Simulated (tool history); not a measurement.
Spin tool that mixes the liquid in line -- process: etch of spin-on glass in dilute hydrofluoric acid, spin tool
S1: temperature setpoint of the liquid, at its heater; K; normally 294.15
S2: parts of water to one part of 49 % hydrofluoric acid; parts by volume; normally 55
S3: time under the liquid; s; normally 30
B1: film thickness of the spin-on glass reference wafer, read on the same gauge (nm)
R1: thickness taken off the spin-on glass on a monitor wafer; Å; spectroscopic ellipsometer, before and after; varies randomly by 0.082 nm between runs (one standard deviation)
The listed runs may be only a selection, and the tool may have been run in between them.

{"run": 1, "hour": 0.0, "S1": 294.15, "S2": 55, "S3": 30, "B1": 79.98, "R1": 97.1}
{"run": 2, "hour": 6.7, "S1": 294.15, "S2": 55, "S3": 30, "B1": 80.01, "R1": 97.8}
{"run": 3, "hour": 13.1, "S1": 294.15, "S2": 55, "S3": 35, "B1": 80.02, "R1": 113.5}
{"run": 4, "hour": 29.0, "S1": 294.15, "S2": 55, "S3": 35, "B1": 80.0, "R1": 111.3}
{"run": 5, "hour": 38.3, "S1": 294.15, "S2": 40, "S3": 30, "B1": 79.95, "R1": 134.5}
{"run": 6, "hour": 49.4, "S1": 294.15, "S2": 55, "S3": 30, "B1": 80.0, "R1": 96.4}
{"run": 7, "hour": 64.4, "S1": 294.15, "S2": 55, "S3": 30, "B1": 79.99, "R1": 95.3}
{"run": 8, "hour": 79.1, "S1": 292.65, "S2": 55, "S3": 45, "B1": 79.97, "R1": 136.2}
{"run": 9, "hour": 92.9, "S1": 298.15, "S2": 25, "S3": 20, "B1": 80.0, "R1": 172.4}
{"run": 10, "hour": 132.1, "S1": 294.15, "S2": 35, "S3": 15, "B1": 80.04, "R1": 85.7}
{"run": 11, "hour": 146.5, "S1": 294.15, "S2": 35, "S3": 15, "B1": 80.01, "R1": 85.9}
{"run": 12, "hour": 153.0, "S1": 291.65, "S2": 70, "S3": 30, "B1": 79.99, "R1": 73.1}
{"run": 13, "hour": 165.6, "S1": 298.15, "S2": 35, "S3": 35, "B1": 80.01, "R1": 232.2}
{"run": 14, "hour": 177.8, "S1": 294.15, "S2": 55, "S3": 30, "B1": 79.97, "R1": 104.6}

Missing from the log above: 4 entries noted between runs. For each, name the pair of listed runs it sits between and say how the tool's hidden condition differs from the listed run just before to the listed run just after:
After run 2, before run 3: gauge calibrated (hour 9.4)
  liquid colder than its thermometer reads (K): 2.49 -> 2.52
  measured less the result without the state, R1: -10.8 -> -12.8 Å
After run 9, before run 10: gauge calibrated (hour 100.8); hydrofluoric acid flow meter replaced (hour 124.9); thermometer replaced (hour 131.4)
  liquid colder than its thermometer reads (K): 2.84 -> 0.5
  measured less the result without the state, R1: -22.0 -> -1.9 Å

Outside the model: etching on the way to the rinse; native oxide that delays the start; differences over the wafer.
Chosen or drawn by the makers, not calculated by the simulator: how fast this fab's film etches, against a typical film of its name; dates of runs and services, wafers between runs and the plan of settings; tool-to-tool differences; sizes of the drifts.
